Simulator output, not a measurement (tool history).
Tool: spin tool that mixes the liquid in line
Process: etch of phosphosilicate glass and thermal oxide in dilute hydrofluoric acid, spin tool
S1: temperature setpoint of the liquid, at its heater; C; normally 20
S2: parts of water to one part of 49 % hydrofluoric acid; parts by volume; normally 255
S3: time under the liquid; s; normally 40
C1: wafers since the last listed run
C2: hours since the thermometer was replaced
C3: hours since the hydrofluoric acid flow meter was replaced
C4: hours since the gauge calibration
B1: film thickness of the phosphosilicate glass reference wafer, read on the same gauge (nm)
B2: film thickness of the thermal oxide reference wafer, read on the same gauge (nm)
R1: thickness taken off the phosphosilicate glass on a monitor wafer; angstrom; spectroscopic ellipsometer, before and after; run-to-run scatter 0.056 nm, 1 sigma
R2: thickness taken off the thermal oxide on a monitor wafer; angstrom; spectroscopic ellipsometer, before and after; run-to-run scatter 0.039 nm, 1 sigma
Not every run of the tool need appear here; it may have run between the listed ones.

run 1 day=0 | S1=20 S2=255 S3=20 | C1=0 C2=1111.2 C3=1266.9 C4=300.1 | B1=90.01 B2=40.003 | R1=33.7 R2=2.72
run 2 day=1.275 | S1=20 S2=255 S3=20 | C1=351 C2=1141.8 C3=1297.5 C4=330.7 | B1=90 B2=39.99 | R1=33.6 R2=2.78
run 3 day=4.217 | S1=20 S2=255 S3=20 | C1=810 C2=1212.4 C3=1368.1 C4=401.3 | B1=89.99 B2=40.009 | R1=33.3 R2=2.88
run 4 day=5.921 | S1=20 S2=300 S3=40 | C1=469 C2=1253.3 C3=1409 C4=442.2 | B1=90 B2=40.02 | R1=53.9 R2=4.51
run 5 day=6.975 | S1=20 S2=300 S3=40 | C1=290 C2=1278.6 C3=1434.3 C4=467.5 | B1=90.03 B2=39.984 | R1=53.6 R2=3.99
run 6 day=9.017 | S1=20 S2=300 S3=40 | C1=562 C2=1327.6 C3=1483.3 C4=516.5 | B1=90 B2=40.007 | R1=53.9 R2=4.44
-- day=11.496 thermometer replaced
run 7 day=11.833 | S1=20 S2=255 S3=40 | C1=764 C2=8.1 C3=1550.9 C4=584.1 | B1=89.99 B2=40.013 | R1=65.9 R2=5.38
run 8 day=13.417 | S1=20 S2=255 S3=40 | C1=436 C2=46.1 C3=1588.9 C4=622.1 | B1=89.97 B2=40.001 | R1=65.7 R2=5.21
-- day=14.942 gauge calibrated
run 9 day=15.833 | S1=20 S2=255 S3=55 | C1=665 C2=104.1 C3=1646.9 C4=21.4 | B1=90.01 B2=40.016 | R1=90.5 R2=8.33
run 10 day=17.533 | S1=23 S2=255 S3=55 | C1=468 C2=144.9 C3=1687.7 C4=62.2 | B1=89.98 B2=40.01 | R1=99.8 R2=8.54
run 11 day=19.088 | S1=22.5 S2=155 S3=15 | C1=428 C2=182.2 C3=1725 C4=99.5 | B1=90.02 B2=40.001 | R1=48.7 R2=3.68
run 12 day=21.075 | S1=17 S2=255 S3=40 | C1=547 C2=229.9 C3=1772.7 C4=147.2 | B1=90 B2=39.988 | R1=57.9 R2=4.04
run 13 day=22.733 | S1=17 S2=155 S3=40 | C1=456 C2=269.7 C3=1812.5 C4=187 | B1=90 B2=40.008 | R1=104 R2=8.85
run 14 day=24.625 | S1=20 S2=195 S3=60 | C1=521 C2=315.1 C3=1857.9 C4=232.4 | B1=90.01 B2=39.982 | R1=135.3 R2=10.69
run 15 day=27.608 | S1=17 S2=255 S3=40 | C1=822 C2=386.7 C3=1929.5 C4=304 | B1=90.01 B2=39.996 | R1=56.8 R2=4.64
-- day=28.712 hydrofluoric acid flow meter replaced
run 16 day=29.8 | S1=20 S2=255 S3=20 | C1=592 C2=439.3 C3=26.1 C4=356.6 | B1=90.02 B2=40.029 | R1=37.4 R2=3.26
run 17 day=31.867 | S1=20 S2=355 S3=20 | C1=569 C2=488.9 C3=75.7 C4=406.2 | B1=89.99 B2=40.003 | R1=24.3 R2=1.86
run 18 day=36.262 | S1=20 S2=195 S3=60 | C1=1211 C2=594.4 C3=181.2 C4=511.7 | B1=89.99 B2=39.972 | R1=152.6 R2=12.35

Each run again, without the hidden state but with its own random variation kept:
The tool's hidden condition here consists of: liquid colder than its thermometer reads (K); hydrofluoric acid flow below the setpoint (%); gauge reads high (%).
run=1 R1=37.8 R2=3.05
run=2 R1=37.9 R2=3.13
run=3 R1=37.7 R2=3.26
run=4 R1=61.4 R2=5.14
run=5 R1=61.2 R2=4.56
run=6 R1=61.8 R2=5.09
run=7 R1=75.7 R2=6.18
run=8 R1=75.8 R2=6.01
run=9 R1=104.8 R2=9.65
run=10 R1=116.2 R2=9.95
run=11 R1=56.3 R2=4.25
run=12 R1=67.6 R2=4.72
run=13 R1=120.7 R2=10.28
run=14 R1=158.6 R2=12.53
run=15 R1=67.2 R2=5.49
run=16 R1=38 R2=3.32
run=17 R1=24.9 R2=1.9
run=18 R1=156.8 R2=12.69
